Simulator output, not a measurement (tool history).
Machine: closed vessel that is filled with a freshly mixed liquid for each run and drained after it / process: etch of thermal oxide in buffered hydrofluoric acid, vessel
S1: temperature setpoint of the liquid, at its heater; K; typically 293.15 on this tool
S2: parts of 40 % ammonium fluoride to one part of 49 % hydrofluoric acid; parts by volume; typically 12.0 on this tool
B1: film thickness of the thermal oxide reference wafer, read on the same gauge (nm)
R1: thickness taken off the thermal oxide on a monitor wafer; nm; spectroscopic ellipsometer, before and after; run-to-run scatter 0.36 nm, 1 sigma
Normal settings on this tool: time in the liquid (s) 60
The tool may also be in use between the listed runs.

Run 1, hour 0.0: usual settings; B1 50.02. Result: R1 42.90 nm.
Run 2, hour 12.4: usual settings; B1 49.99. Result: R1 42.90 nm.
Run 3, hour 28.5: usual settings but S2 13.0 parts by volume; B1 49.98. Result: R1 39.08 nm.
Run 4, hour 41.2: usual settings but S2 13.0 parts by volume; B1 50.03. Result: R1 39.59 nm.
Run 5, hour 52.2: usual settings but S2 13.0 parts by volume; B1 49.98. Result: R1 39.41 nm.
Run 6, hour 67.2: usual settings; B1 50.01. Result: R1 42.29 nm.
Run 7, hour 78.0: usual settings; B1 50.01. Result: R1 43.11 nm.
Run 8, hour 85.3: usual settings; B1 50.00. Result: R1 42.85 nm.
Run 9, hour 94.6: usual settings; B1 49.99. Result: R1 42.06 nm.
Run 10, hour 101.7: usual settings; B1 50.01. Result: R1 42.53 nm.
Run 11, hour 108.5: usual settings but time in the liquid (s) 35; B1 50.02. Result: R1 25.13 nm.
Run 12, hour 115.2: usual settings but time in the liquid (s) 35; B1 50.01. Result: R1 25.15 nm.
Run 13, hour 132.2: usual settings but S2 7.5 parts by volume, time in the liquid (s) 80; B1 50.04. Result: R1 88.96 nm.
Run 14, hour 141.6: usual settings but S1 296.15 K, time in the liquid (s) 80; B1 49.99. Result: R1 67.41 nm.
Run 15, hour 152.5: usual settings but S1 295.15 K; B1 50.01. Result: R1 47.31 nm.
Run 16, hour 160.8: usual settings but S2 9.0 parts by volume; B1 50.02. Result: R1 54.79 nm.
Run 17, hour 176.3: usual settings; B1 50.01. Result: R1 42.77 nm.
Run 18, hour 187.1: usual settings but S2 16.5 parts by volume; B1 50.00. Result: R1 31.13 nm.
Run 19, hour 195.6: usual settings; B1 50.00. Result: R1 42.24 nm.
Run 20, hour 203.9: usual settings but time in the liquid (s) 45; B1 49.97. Result: R1 32.17 nm.
Run 21, hour 221.3: usual settings but S1 291.65 K, S2 13.5 parts by volume, time in the liquid (s) 35; B1 49.99. Result: R1 20.45 nm.
Run 22, hour 235.9: usual settings but S1 290.15 K, S2 10.5 parts by volume, time in the liquid (s) 30; B1 49.99. Result: R1 20.70 nm.
Run 23, hour 283.1: usual settings; B1 50.00. Result: R1 42.66 nm.
Run 24, hour 295.3: usual settings but S1 296.65 K, S2 10.0 parts by volume, time in the liquid (s) 90; B1 49.99. Result: R1 92.31 nm.
Run 25, hour 310.4: usual settings; B1 50.01. Result: R1 43.15 nm.

Not shown: 3 entries that the log had between the listed runs. Between which runs, and how does the tool's hidden state differ before and after?
After run 20, before run 21: gauge calibrated (hour 204.7); hydrofluoric acid flow meter replaced (hour 212.2)
  both runs share identical hidden conditions
After run 22, before run 23: thermometer replaced (hour 238.0)
  both runs share identical hidden conditions
